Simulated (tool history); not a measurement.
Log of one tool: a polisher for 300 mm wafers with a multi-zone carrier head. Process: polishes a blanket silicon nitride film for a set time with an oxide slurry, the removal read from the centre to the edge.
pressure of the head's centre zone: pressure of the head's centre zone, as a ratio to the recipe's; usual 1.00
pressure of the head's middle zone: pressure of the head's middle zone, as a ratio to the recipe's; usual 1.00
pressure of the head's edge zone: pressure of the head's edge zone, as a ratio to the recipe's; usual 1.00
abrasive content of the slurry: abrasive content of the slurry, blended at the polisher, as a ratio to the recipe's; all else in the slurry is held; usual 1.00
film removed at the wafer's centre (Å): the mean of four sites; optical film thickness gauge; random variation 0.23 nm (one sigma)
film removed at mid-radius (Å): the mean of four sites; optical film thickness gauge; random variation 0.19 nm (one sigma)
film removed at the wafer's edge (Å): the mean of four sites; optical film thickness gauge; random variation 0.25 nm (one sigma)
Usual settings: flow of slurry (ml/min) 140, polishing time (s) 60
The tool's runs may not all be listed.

run    hour  flow of slurry (ml/min)  pressure of the head's centre zone  pressure of the head's middle zone  pressure of the head's edge zone  abrasive content of the slurry  polishing time (s)  incoming thickness of the incoming film, nm  film removed at the wafer's centre (Å)  film removed at mid-radius (Å)  film removed at the wafer's edge (Å)
  1     0.0                      140                                1.00                                1.00                              1.00                            0.85                  60                                        591.2                                     202                             193                                   199
  2    97.4                      140                                1.00                                1.00                              1.00                            0.85                  60                                        601.9                                     195                             187                                   194
      121.4  -- centre zone pressure recalibrated
      152.6  -- worn pad replaced by a new one
  3   190.3                      140                                1.00                                1.00                              1.00                            0.85                  60                                        601.8                                     206                             196                                   204
      237.9  -- slurry nozzle cleaned
  4   286.9                      140                                1.00                                1.00                              1.00                            1.00                  60                                        599.9                                     224                             215                                   214
      326.4  -- carrier head's membrane replaced by a new one
  5   352.3                      140                                1.00                                1.00                              1.00                            1.00                  60                                        602.0                                     220                             209                                   215
      486.5  -- worn pad replaced by a new one
  6   513.4                      140                                1.00                                1.00                              1.00                            1.00                  64                                        604.7                                     239                             230                                   236
      519.2  -- edge zone pressure recalibrated
  7   601.9                      140                                1.00                                1.00                              1.00                            1.00                  60                                        590.2                                     225                             212                                   218
      631.5  -- slurry nozzle cleaned
  8   693.2                      140                                1.00                                1.00                              1.00                            1.00                  60                                        603.9                                     220                             205                                   211
  9   785.6                      140                                0.97                                1.00                              1.00                            1.00                  60                                        600.8                                     203                             200                                   202
      815.0  -- worn pad replaced by a new one
 10   843.8                      140                                0.97                                1.00                              1.00                            1.00                  60                                        604.6                                     220                             215                                   224
      855.6  -- centre zone pressure recalibrated
 11   909.0                      140                                1.00                                1.00                              1.00                            1.00                  64                                        593.7                                     236                             230                                   234
 12   997.5                      140                                0.97                                1.00                              1.00                            1.00                  60                                        601.2                                     214                             211                                   212
     1047.5  -- slurry nozzle cleaned
 13  1066.0                      190                                1.00                                1.00                              1.00                            1.25                  60                                        598.7                                     250                             238                                   238
     1080.8  -- carrier head's membrane replaced by a new one
     1080.9  -- worn pad replaced by a new one
 14  1152.3                      140                                1.00                                1.03                              1.00                            1.00                  60                                        603.2                                     225                             224                                   219
 15  1245.3                      140                                1.00                                1.00                              1.09                            1.00                  60                                        598.9                                     216                             214                                   219
 16  1294.4                      140                                1.12                                1.00                              1.00                            0.75                  60                                        591.9                                     204                             176                                   181
 17  1397.4                      185                                0.95                                1.05                              1.00                            0.70                  60                                        600.0                                     166                             174                                   171
     1413.0  -- worn pad replaced by a new one
     1419.0  -- slurry nozzle cleaned
 18  1456.0                      140                                1.00                                1.09                              0.90                            1.15                  46                                        605.7                                     183                             188                                   177
 19  1497.4                      140                                1.00                                1.05                              0.93                            1.00                  60                                        610.6                                     226                             222                                   213
 20  1541.0                      140                                1.00                                1.00                              1.00                            0.70                  60                                        597.8                                     176                             170                                   174

4 ways to go on from here, each from the tool as it stands after run 20. What would each give?
  A  1541.4                      140                                1.00                                1.00                              1.00                            1.00                  60                                        596.6                                       ?                               ?                                     ?
  B  1541.4                      110                                1.12                                0.94                              1.00                            0.85                  60                                        596.6                                       ?                               ?                                     ?
  C  1541.4                      140                                1.00                                1.05                              1.00                            1.00                  48                                        596.6                                       ?                               ?                                     ?
  D  1541.4                       90                                1.00                                1.09                              1.00                            1.00                  60                                        596.6                                       ?                               ?                                     ?

run  film removed at the wafer's centre (Å)  film removed at mid-radius (Å)  film removed at the wafer's edge (Å)
  A                                     225                             214                                   216
  B                                     212                             180                                   191
  C                                     180                             176                                   173
  D                                     202                             204                                   202
Without the tool's hidden state the same runs would have given:
run  film removed at the wafer's centre (Å)  film removed at mid-radius (Å)  film removed at the wafer's edge (Å)
  A                                     230                             219                                   221
  B                                     216                             184                                   194
  C                                     184                             179                                   176
  D                                     206                             208                                   206

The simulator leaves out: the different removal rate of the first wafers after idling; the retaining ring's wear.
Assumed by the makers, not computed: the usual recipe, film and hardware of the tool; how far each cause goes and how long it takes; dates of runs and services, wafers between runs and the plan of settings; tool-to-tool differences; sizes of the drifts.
